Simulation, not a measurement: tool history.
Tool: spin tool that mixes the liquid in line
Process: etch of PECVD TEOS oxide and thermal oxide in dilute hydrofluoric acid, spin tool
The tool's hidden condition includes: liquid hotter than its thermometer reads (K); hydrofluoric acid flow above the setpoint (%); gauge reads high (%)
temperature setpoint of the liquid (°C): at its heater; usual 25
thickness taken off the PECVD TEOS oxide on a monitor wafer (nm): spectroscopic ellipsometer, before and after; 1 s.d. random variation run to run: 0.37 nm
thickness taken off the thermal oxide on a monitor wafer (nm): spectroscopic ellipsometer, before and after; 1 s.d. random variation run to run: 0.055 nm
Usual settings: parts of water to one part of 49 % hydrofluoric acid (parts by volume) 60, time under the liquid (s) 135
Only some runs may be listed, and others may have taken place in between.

| run | day | temperature setpoint of the liquid (°C) | parts of water to one part of 49 % hydrofluoric acid (parts by volume) | time under the liquid (s) | wafers since the last listed run | hours since the thermometer was replaced | hours since the hydrofluoric acid flow meter was replaced | hours since the gauge calibration | read-back film thickness of the PECVD TEOS oxide reference wafer, read on the same gauge (nm) | read-back film thickness of the thermal oxide reference wafer, read on the same gauge (nm) | thickness taken off the PECVD TEOS oxide on a monitor wafer (nm) | thickness taken off the thermal oxide on a monitor wafer (nm) |
|---|---|---|---|---|---|---|---|---|---|---|---|---|
| 1 | 0 | 25 | 60 | 95 | 0 | 1466.3 | 1564.4 | 590.1 | 39.96 | 130 | 34.77 | 8.98 |
| 2 | 2.912 | 25 | 35 | 135 | 360 | 1536.2 | 1634.3 | 660 | 40 | 129.99 | 86.99 | 22.73 |
| 3 | 4.554 | 25 | 50 | 100 | 203 | 1575.6 | 1673.7 | 699.4 | 40 | 129.98 | 44.31 | 11.57 |
| 4 | 7.204 | 25 | 50 | 100 | 327 | 1639.2 | 1737.3 | 763 | 40 | 130 | 44.76 | 11.68 |
| 5 | 9.808 | 25 | 50 | 100 | 322 | 1701.7 | 1799.8 | 825.5 | 39.96 | 129.98 | 45.24 | 11.62 |
|  | 10.783 | gauge calibrated |
| 6 | 10.85 | 25 | 60 | 135 | 128 | 1726.7 | 1824.8 | 1.6 | 40 | 130.04 | 49.26 | 12.89 |
| 7 | 12.171 | 25 | 60 | 135 | 163 | 1758.4 | 1856.5 | 33.3 | 39.98 | 130.04 | 49.54 | 12.93 |
| 8 | 13.904 | 25 | 60 | 135 | 214 | 1800 | 1898.1 | 74.9 | 40 | 129.98 | 49.49 | 12.93 |
|  | 15.308 | thermometer replaced |
| 9 | 16.296 | 25 | 60 | 135 | 290 | 23.7 | 1955.5 | 132.3 | 40.01 | 129.98 | 50.82 | 13.03 |
|  | 16.725 | hydrofluoric acid flow meter replaced |
| 10 | 19.017 | 28.5 | 50 | 90 | 331 | 89 | 55 | 197.6 | 39.99 | 130.01 | 49.75 | 12.92 |
| 11 | 20.696 | 25 | 45 | 135 | 207 | 129.3 | 95.3 | 237.9 | 39.99 | 130 | 73.67 | 18.95 |
| 12 | 21.95 | 25 | 60 | 135 | 155 | 159.4 | 125.4 | 268 | 40 | 130 | 54.3 | 13.99 |
|  | 23.312 | hydrofluoric acid flow meter replaced, repeated, since the last time left the tool worse |
| 13 | 23.483 | 25 | 60 | 200 | 184 | 196.2 | 4.1 | 304.8 | 40.05 | 130.01 | 69.52 | 17.77 |
| 14 | 25.029 | 23 | 60 | 135 | 191 | 233.3 | 41.2 | 341.9 | 40.03 | 130.04 | 42.52 | 11.15 |
| 15 | 27.729 | 21 | 40 | 200 | 334 | 298.1 | 106 | 406.7 | 39.93 | 129.97 | 88.28 | 23.35 |
| 16 | 29.267 | 25 | 60 | 135 | 190 | 335 | 142.9 | 443.6 | 39.98 | 130.03 | 47.17 | 12.03 |

State the hidden condition of the tool at each of the runs:
liquid hotter than its thermometer reads (K): 0 across all the runs
gauge reads high (%): 0 across all the runs
H1: hydrofluoric acid flow above the setpoint (%)
| run | H1 |
|---|---|
| 1 | 6.26 |
| 2 | 6.53 |
| 3 | 6.68 |
| 4 | 6.92 |
| 5 | 7.16 |
| 6 | 7.26 |
| 7 | 7.38 |
| 8 | 7.54 |
| 9 | 7.76 |
| 10 | 15.2 |
| 11 | 15.4 |
| 12 | 15.5 |
| 13 | 0.388 |
| 14 | 0.531 |
| 15 | 0.78 |
| 16 | 0.922 |
